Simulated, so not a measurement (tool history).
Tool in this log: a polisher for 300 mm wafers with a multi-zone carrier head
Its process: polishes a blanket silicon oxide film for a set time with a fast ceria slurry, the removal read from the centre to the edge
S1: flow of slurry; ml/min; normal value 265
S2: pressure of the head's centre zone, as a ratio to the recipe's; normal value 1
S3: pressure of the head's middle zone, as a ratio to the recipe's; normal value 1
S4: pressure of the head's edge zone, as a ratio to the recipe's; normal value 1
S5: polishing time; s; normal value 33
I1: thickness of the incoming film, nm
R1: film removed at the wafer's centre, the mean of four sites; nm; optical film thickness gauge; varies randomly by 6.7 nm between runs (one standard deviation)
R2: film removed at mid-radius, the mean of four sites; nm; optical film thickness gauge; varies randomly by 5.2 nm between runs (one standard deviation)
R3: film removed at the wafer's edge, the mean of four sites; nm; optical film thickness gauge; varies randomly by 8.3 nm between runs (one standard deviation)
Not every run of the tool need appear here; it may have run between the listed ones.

| run | hour | S1 | S2 | S3 | S4 | S5 | I1 | R1 | R2 | R3 |
|---|---|---|---|---|---|---|---|---|---|---|
| 1 | 0 | 265 | 0.93 | 1 | 1.1 | 33 | 3177.7 | 558.3 | 632.6 | 652.9 |
|  | 39.4 | carrier head's membrane replaced by a new one |
| 2 | 63.6 | 290 | 1 | 1 | 1 | 33 | 3267.9 | 612.6 | 619.7 | 598 |
|  | 84.6 | slurry nozzle cleaned |
| 3 | 109.1 | 175 | 1 | 1 | 1 | 33 | 3253.3 | 548.8 | 572.6 | 577.3 |
|  | 122.1 | centre zone pressure recalibrated |
| 4 | 213.4 | 325 | 1 | 1 | 1 | 33 | 3186.8 | 583.8 | 587.5 | 591.2 |
| 5 | 268.5 | 175 | 1 | 1 | 1 | 33 | 3210.9 | 528.2 | 554.5 | 560.2 |
| 6 | 305.6 | 265 | 1 | 1.08 | 1 | 33 | 3183.4 | 562.9 | 614.9 | 561.8 |
| 7 | 358.6 | 265 | 0.93 | 1 | 1.1 | 33 | 3206.8 | 507.1 | 580.9 | 594.7 |
| 8 | 418.3 | 265 | 0.94 | 0.95 | 1 | 33 | 3224.4 | 525.2 | 558.9 | 567.6 |
| 9 | 476.9 | 265 | 0.96 | 1 | 1 | 33 | 3250.3 | 521.1 | 568.1 | 552.5 |
| 10 | 556.3 | 320 | 0.97 | 1 | 1 | 33 | 3154.4 | 542 | 577.4 | 560.6 |
|  | 800.6 | slurry nozzle cleaned |
|  | 810.2 | worn pad replaced by a new one |
|  | 815.7 | edge zone pressure recalibrated |
| 11 | 852.1 | 265 | 1 | 1.09 | 1.04 | 33 | 3143.7 | 596.2 | 644.9 | 620.3 |
| 12 | 913.3 | 265 | 1.04 | 1.08 | 1.05 | 25 | 3208.8 | 467.9 | 480 | 469.7 |
| 13 | 1009.2 | 265 | 1 | 1 | 1 | 33 | 3176.4 | 556.7 | 589.8 | 581.8 |
| 14 | 1079.6 | 265 | 1 | 1.1 | 1 | 33 | 3251.4 | 564.5 | 620.1 | 555.4 |
| 15 | 1157.1 | 265 | 0.94 | 0.95 | 1 | 33 | 3216.1 | 518 | 560.4 | 555.9 |
| 16 | 1332.1 | 240 | 0.97 | 1 | 1 | 33 | 3199.7 | 529 | 559.1 | 551.2 |

For run 17, what comes out?
| 17 | 1401.8 | 265 | 0.94 | 0.95 | 1 | 33 | 3181.4 | ? | ? | ? |

R1: 509.5 nm
R2: 535.8 nm
R3: 550.9 nm
Without the tool's hidden state the same run would have given R1 577.7 nm, R2 607.5 nm, R3 624.7 nm.

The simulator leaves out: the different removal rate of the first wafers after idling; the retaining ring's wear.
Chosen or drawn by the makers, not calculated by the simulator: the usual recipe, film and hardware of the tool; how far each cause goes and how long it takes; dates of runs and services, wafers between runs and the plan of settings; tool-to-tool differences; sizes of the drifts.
